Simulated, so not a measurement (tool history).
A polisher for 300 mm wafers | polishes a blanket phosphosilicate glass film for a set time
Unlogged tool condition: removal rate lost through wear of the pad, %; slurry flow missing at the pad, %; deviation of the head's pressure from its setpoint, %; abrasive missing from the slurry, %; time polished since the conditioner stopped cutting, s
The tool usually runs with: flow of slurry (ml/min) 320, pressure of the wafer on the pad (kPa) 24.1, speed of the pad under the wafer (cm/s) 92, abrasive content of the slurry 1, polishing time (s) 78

run	hour	flow of slurry (ml/min)	pressure of the wafer on the pad (kPa)	speed of the pad under the wafer (cm/s)	abrasive content of the slurry	polishing time (s)	wafers since the last listed run	wafers polished on this pad	hours since the slurry nozzle was cleaned	hours since the head pressure was calibrated	hours since the slurry blender was calibrated	hours since the conditioning disc was replaced	incoming thickness of the incoming film, nm	film removed (angstrom)
1	0	320	24.1	110	1	78	0	2383	162.5	148.8	106.2	426.2	2759.7	8698
# hour 30.2: worn pad replaced by a new one
2	46.8	320	24.1	110	1	78	376	145	209.3	195.6	153	473	2781.3	9316
3	93.6	320	24.1	92	1	78	411	557	256.1	242.4	199.8	519.8	2774.5	7963
4	132.1	320	19.3	92	1	78	338	895	294.6	280.9	238.3	558.3	2756.5	6613
# hour 140.8: conditioning disc replaced and pad reconditioned
5	188.7	320	19.3	92	1	78	480	1375	351.2	337.5	294.9	47.9	2781.5	6322
# hour 251.6: slurry blender recalibrated
6	253	320	24.1	92	1	70	547	1923	415.5	401.8	1.4	112.2	2765.9	6934
# hour 298.1: worn pad replaced by a new one
7	306.1	320	24.1	92	1	78	431	70	468.6	454.9	54.5	165.3	2782.4	7699
8	351	320	24.1	92	1	78	394	465	513.5	499.8	99.4	210.2	2794.7	7832
9	422.8	320	24.1	92	1	78	631	1096	585.3	571.6	171.2	282	2765.5	7873
# hour 434.8: head pressure recalibrated
# hour 479.1: slurry nozzle cleaned
10	493.8	250	24.1	92	0.8	78	597	1694	14.7	59	242.2	353	2722.5	6664
11	559.6	250	24.1	92	0.8	78	578	2273	80.5	124.8	308	418.8	2774	6554
# hour 577.2: worn pad replaced by a new one
# hour 596.1: conditioning disc replaced and pad reconditioned
# hour 601.7: slurry blender recalibrated
12	625.5	280	29.6	92	0.85	62	509	389	146.4	190.7	23.8	29.4	2795.1	6796
13	655.3	320	24.1	92	1	78	262	651	176.2	220.5	53.6	59.2	2727.2	7800
14	687.9	225	24.1	64	1.2	62	286	937	208.8	253.1	86.2	91.8	2729.3	4752

What will run 15 give?
15	747.8	280	29.6	92	0.85	62	526	1464	268.7	313	146.1	151.7	2800.5	?

For run 15 the tool returned film removed (angstrom) 6554.
Take away the tool's hidden state, keep the run-to-run variation as it was, and the same run would have given film removed (angstrom) 6890.
